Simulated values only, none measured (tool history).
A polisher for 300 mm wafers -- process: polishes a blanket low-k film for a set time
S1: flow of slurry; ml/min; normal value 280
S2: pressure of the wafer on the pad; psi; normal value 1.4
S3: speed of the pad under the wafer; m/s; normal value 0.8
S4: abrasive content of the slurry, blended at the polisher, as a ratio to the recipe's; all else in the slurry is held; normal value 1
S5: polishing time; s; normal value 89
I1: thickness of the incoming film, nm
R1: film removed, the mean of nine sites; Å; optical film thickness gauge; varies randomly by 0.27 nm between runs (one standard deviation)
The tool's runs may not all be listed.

run     day   S1   S2    S3    S4   S5     I1   R1
  1       0  280  1.4   0.8   1.1   89  314.7  197
  2   1.492  280  1.4   0.8   1.1   89  318.1  210
      1.742  -- worn pad replaced by a new one
      2.458  -- slurry nozzle cleaned
  3   3.308  280  1.4   0.8   1.1   89  321.5  210
  4   5.958  280  1.6   0.8     1  105  322.7  269
      6.983  -- conditioning disc replaced and pad reconditioned
      7.433  -- slurry blender recalibrated
      9.317  -- head pressure recalibrated
  5  12.433  280  1.7   0.8     1   89    313  264
  6  13.829  280  1.7   0.8     1   89  327.2  272
     14.067  -- worn pad replaced by a new one
  7    15.9  280  1.4   0.8     1  112  314.9  276
     16.321  -- slurry nozzle cleaned
  8  18.417  280  1.4   0.8     1  112  321.8  273
     20.867  -- head pressure recalibrated, repeated, since the last time left the tool worse
     21.154  -- conditioning disc replaced and pad reconditioned
     21.167  -- slurry blender recalibrated
  9  21.188  280  1.4   0.8     1  112  318.3  248
 10  23.417  280  1.4   0.8     1   89    315  197
 11  25.125  280  1.4  1.08     1   89  322.8  249
     26.975  -- worn pad replaced by a new one
 12  27.471  280  1.4  0.56     1   89  319.1  150
 13  29.429  280  1.3   0.8     1   89  318.1  183
     29.933  -- slurry nozzle cleaned
 14  30.771  280  1.6   0.8     1   89  323.9  224
 15  32.746  210  1.4   0.8   0.8   89  316.5  184
     33.933  -- slurry blender recalibrated
 16  35.621  280  1.3  0.96  1.15  116  317.7  289
     36.712  -- conditioning disc replaced and pad reconditioned
 17  38.117  280  1.4   0.8     1   89  318.1  203
     39.579  -- worn pad replaced by a new one
 18  40.296  280    1   0.8     1   89  316.4  147
 19  41.967  280  1.8  0.54     1   89  322.6  197
     42.967  -- slurry nozzle cleaned
 20  43.371  280  1.4  0.96     1   89  315.9  235
 21  44.992  320  1.6  0.66     1   89  316.1  204
     45.988  -- head pressure recalibrated
     47.425  -- slurry blender recalibrated
 22  47.446  280  1.4  0.72     1   89  320.2  179
 23  49.696  345  1.4   0.8  1.15   89  322.8  211
     49.883  -- conditioning disc replaced and pad reconditioned
 24  51.671  280  1.4  0.54     1  110    317  175

Consider 5 possible next runs. They are alternatives, not a sequence: every one starts from the tool as it was left by run 24. What does each give?
  A  51.692  280  1.4   0.8     1  89  319.7   ?
  B  51.692  280  1.4   0.8  1.25  89  319.7   ?
  C  51.692  280  1.8  0.94     1  89  319.7   ?
  D  51.692  320  1.4   0.8   1.3  89  319.7   ?
  E  51.692  200  1.4   0.9   0.9  76  319.7   ?

run   R1
  A  194
  B  209
  C  284
  D  213
  E  172
Stripped of hidden state, with their random variation kept, the same runs would have yielded:
run   R1
  A  190
  B  204
  C  278
  D  208
  E  168
